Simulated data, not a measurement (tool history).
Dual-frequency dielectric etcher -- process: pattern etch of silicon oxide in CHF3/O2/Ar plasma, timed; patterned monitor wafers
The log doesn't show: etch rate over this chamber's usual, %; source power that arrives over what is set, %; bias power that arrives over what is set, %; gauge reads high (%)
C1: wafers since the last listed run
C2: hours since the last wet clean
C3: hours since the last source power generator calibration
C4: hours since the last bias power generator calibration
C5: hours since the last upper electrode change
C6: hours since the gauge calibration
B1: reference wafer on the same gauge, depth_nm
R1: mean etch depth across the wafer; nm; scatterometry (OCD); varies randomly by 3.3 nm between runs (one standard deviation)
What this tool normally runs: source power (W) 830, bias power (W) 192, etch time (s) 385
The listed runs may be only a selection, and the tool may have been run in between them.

run 1 hour=0 | source_power_(W)=830 bias_power_(W)=192 etch_time_(s)=385 | C1=0 C2=315.5 C3=4567.8 C4=4141 C5=2547.7 C6=204.7 | B1=1008.4 | R1=902.9
run 2 hour=47.3 | source_power_(W)=930 bias_power_(W)=192 etch_time_(s)=385 | C1=151 C2=362.8 C3=4615.1 C4=4188.3 C5=2595 C6=252 | B1=1007.1 | R1=939.4
run 3 hour=98.5 | source_power_(W)=930 bias_power_(W)=192 etch_time_(s)=385 | C1=164 C2=414 C3=4666.3 C4=4239.5 C5=2646.2 C6=303.2 | B1=1004.8 | R1=939.5
run 4 hour=130.1 | source_power_(W)=930 bias_power_(W)=192 etch_time_(s)=385 | C1=101 C2=445.6 C3=4697.9 C4=4271.1 C5=2677.8 C6=334.8 | B1=1003.8 | R1=942.6
run 5 hour=189.5 | source_power_(W)=830 bias_power_(W)=227 etch_time_(s)=385 | C1=190 C2=505 C3=4757.3 C4=4330.5 C5=2737.2 C6=394.2 | B1=1001.1 | R1=945.1
run 6 hour=214.3 | source_power_(W)=830 bias_power_(W)=227 etch_time_(s)=385 | C1=79 C2=529.8 C3=4782.1 C4=4355.3 C5=2762 C6=419 | B1=1000.9 | R1=942.4
-- hour=229.1 gauge calibrated
-- hour=258.1 bias power generator calibrated
run 7 hour=279.3 | source_power_(W)=830 bias_power_(W)=227 etch_time_(s)=385 | C1=195 C2=594.8 C3=4847.1 C4=21.2 C5=2827 C6=50.2 | B1=1017.5 | R1=960.9
-- hour=334.2 wet clean of the chamber
run 8 hour=344.5 | source_power_(W)=830 bias_power_(W)=192 etch_time_(s)=385 | C1=132 C2=10.3 C3=4912.3 C4=86.4 C5=2892.2 C6=115.4 | B1=1014.9 | R1=911.3
run 9 hour=369.3 | source_power_(W)=890 bias_power_(W)=192 etch_time_(s)=455.5 | C1=79 C2=35.1 C3=4937.1 C4=111.2 C5=2917 C6=140.2 | B1=1013.3 | R1=1102
run 10 hour=419.9 | source_power_(W)=700 bias_power_(W)=219 etch_time_(s)=469.5 | C1=162 C2=85.7 C3=4987.7 C4=161.8 C5=2967.6 C6=190.8 | B1=1011.5 | R1=1091.5
-- hour=469.5 upper electrode replaced
-- hour=483.4 source power generator calibrated
run 11 hour=483.9 | source_power_(W)=830 bias_power_(W)=192 etch_time_(s)=385 | C1=115 C2=149.7 C3=0.5 C4=225.8 C5=14.4 C6=254.8 | B1=1008.2 | R1=905.9
run 12 hour=546.9 | source_power_(W)=710 bias_power_(W)=227 etch_time_(s)=330.5 | C1=202 C2=212.7 C3=63.5 C4=288.8 C5=77.4 C6=317.8 | B1=1006 | R1=772.3

Forecast run 13:
run 13 hour=599.5 | source_power_(W)=910 bias_power_(W)=224 etch_time_(s)=445.5 | C1=168 C2=265.3 C3=116.1 C4=341.4 C5=130 C6=370.4 | B1=? | R1=?

{"run 13": {"B1": 1004.2, "R1": 1136}}
With no hidden state in the tool, this same run would have given R1 1151.8 nm.
